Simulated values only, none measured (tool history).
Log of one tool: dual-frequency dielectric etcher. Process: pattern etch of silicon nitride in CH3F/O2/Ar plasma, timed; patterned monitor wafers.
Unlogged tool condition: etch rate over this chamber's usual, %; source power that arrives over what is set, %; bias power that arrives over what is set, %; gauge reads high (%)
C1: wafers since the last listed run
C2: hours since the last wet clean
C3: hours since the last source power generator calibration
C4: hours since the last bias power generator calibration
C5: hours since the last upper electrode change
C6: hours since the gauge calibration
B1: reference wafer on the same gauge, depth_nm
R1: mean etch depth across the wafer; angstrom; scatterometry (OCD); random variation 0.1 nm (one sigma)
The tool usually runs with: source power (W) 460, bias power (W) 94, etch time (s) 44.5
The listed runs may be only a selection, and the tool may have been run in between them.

run 1 hour=0 | source_power_(W)=460 bias_power_(W)=94 etch_time_(s)=49.5 | C1=0 C2=106 C3=4740.4 C4=1810.4 C5=1299.6 C6=143.5 | B1=38.12 | R1=398.7
run 2 hour=71.9 | source_power_(W)=460 bias_power_(W)=94 etch_time_(s)=44.5 | C1=1121 C2=177.9 C3=4812.3 C4=1882.3 C5=1371.5 C6=215.4 | B1=38.09 | R1=360.2
run 3 hour=112.2 | source_power_(W)=460 bias_power_(W)=94 etch_time_(s)=44.5 | C1=628 C2=218.2 C3=4852.6 C4=1922.6 C5=1411.8 C6=255.7 | B1=38.12 | R1=362.6
run 4 hour=180.8 | source_power_(W)=460 bias_power_(W)=94 etch_time_(s)=44.5 | C1=1070 C2=286.8 C3=4921.2 C4=1991.2 C5=1480.4 C6=324.3 | B1=38.14 | R1=363.5
run 5 hour=226.5 | source_power_(W)=460 bias_power_(W)=94 etch_time_(s)=44.5 | C1=713 C2=332.5 C3=4966.9 C4=2036.9 C5=1526.1 C6=370 | B1=38.11 | R1=363.6
-- hour=274.9 wet clean of the chamber
run 6 hour=293 | source_power_(W)=460 bias_power_(W)=94 etch_time_(s)=44.5 | C1=663 C2=18.1 C3=5033.4 C4=2103.4 C5=1592.6 C6=436.5 | B1=38.12 | R1=356
run 7 hour=339.3 | source_power_(W)=460 bias_power_(W)=94 etch_time_(s)=52 | C1=722 C2=64.4 C3=5079.7 C4=2149.7 C5=1638.9 C6=482.8 | B1=38.12 | R1=415.8
run 8 hour=369.3 | source_power_(W)=460 bias_power_(W)=94 etch_time_(s)=52 | C1=468 C2=94.4 C3=5109.7 C4=2179.7 C5=1668.9 C6=512.8 | B1=38.12 | R1=415.8
run 9 hour=436.9 | source_power_(W)=460 bias_power_(W)=94 etch_time_(s)=52 | C1=1054 C2=162 C3=5177.3 C4=2247.3 C5=1736.5 C6=580.4 | B1=38.1 | R1=418.1
-- hour=494.9 upper electrode replaced
-- hour=500 source power generator calibrated
run 10 hour=508.8 | source_power_(W)=460 bias_power_(W)=85 etch_time_(s)=44.5 | C1=684 C2=233.9 C3=8.8 C4=2319.2 C5=13.9 C6=652.3 | B1=38.09 | R1=350.3
run 11 hour=556.2 | source_power_(W)=460 bias_power_(W)=85 etch_time_(s)=44.5 | C1=739 C2=281.3 C3=56.2 C4=2366.6 C5=61.3 C6=699.7 | B1=38.09 | R1=353.1
-- hour=587 gauge calibrated
-- hour=595.3 wet clean of the chamber
run 12 hour=610.8 | source_power_(W)=460 bias_power_(W)=85 etch_time_(s)=44.5 | C1=477 C2=15.5 C3=110.8 C4=2421.2 C5=115.9 C6=23.8 | B1=38.11 | R1=343.6
run 13 hour=644.2 | source_power_(W)=460 bias_power_(W)=94 etch_time_(s)=44.5 | C1=521 C2=48.9 C3=144.2 C4=2454.6 C5=149.3 C6=57.2 | B1=38.14 | R1=355.5
run 14 hour=714.9 | source_power_(W)=460 bias_power_(W)=117 etch_time_(s)=31.5 | C1=1103 C2=119.6 C3=214.9 C4=2525.3 C5=220 C6=127.9 | B1=38.09 | R1=270.7
run 15 hour=771.4 | source_power_(W)=360 bias_power_(W)=87 etch_time_(s)=44.5 | C1=881 C2=176.1 C3=271.4 C4=2581.8 C5=276.5 C6=184.4 | B1=38.09 | R1=313.9
run 16 hour=816.2 | source_power_(W)=460 bias_power_(W)=94 etch_time_(s)=44.5 | C1=698 C2=220.9 C3=316.2 C4=2626.6 C5=321.3 C6=229.2 | B1=38.11 | R1=360
run 17 hour=842.4 | source_power_(W)=410 bias_power_(W)=80 etch_time_(s)=44.5 | C1=408 C2=247.1 C3=342.4 C4=2652.8 C5=347.5 C6=255.4 | B1=38.09 | R1=330.2

Predict the results of run 18:
-- hour=898.9 wet clean of the chamber
run 18 hour=901.2 | source_power_(W)=460 bias_power_(W)=85 etch_time_(s)=44.5 | C1=542 C2=2.3 C3=401.2 C4=2711.6 C5=406.3 C6=314.2 | B1=? | R1=?

B1: 38.12
R1: 347.1 angstrom
Minus the tool's unlogged condition, the same run would have read R1 346.7 angstrom.

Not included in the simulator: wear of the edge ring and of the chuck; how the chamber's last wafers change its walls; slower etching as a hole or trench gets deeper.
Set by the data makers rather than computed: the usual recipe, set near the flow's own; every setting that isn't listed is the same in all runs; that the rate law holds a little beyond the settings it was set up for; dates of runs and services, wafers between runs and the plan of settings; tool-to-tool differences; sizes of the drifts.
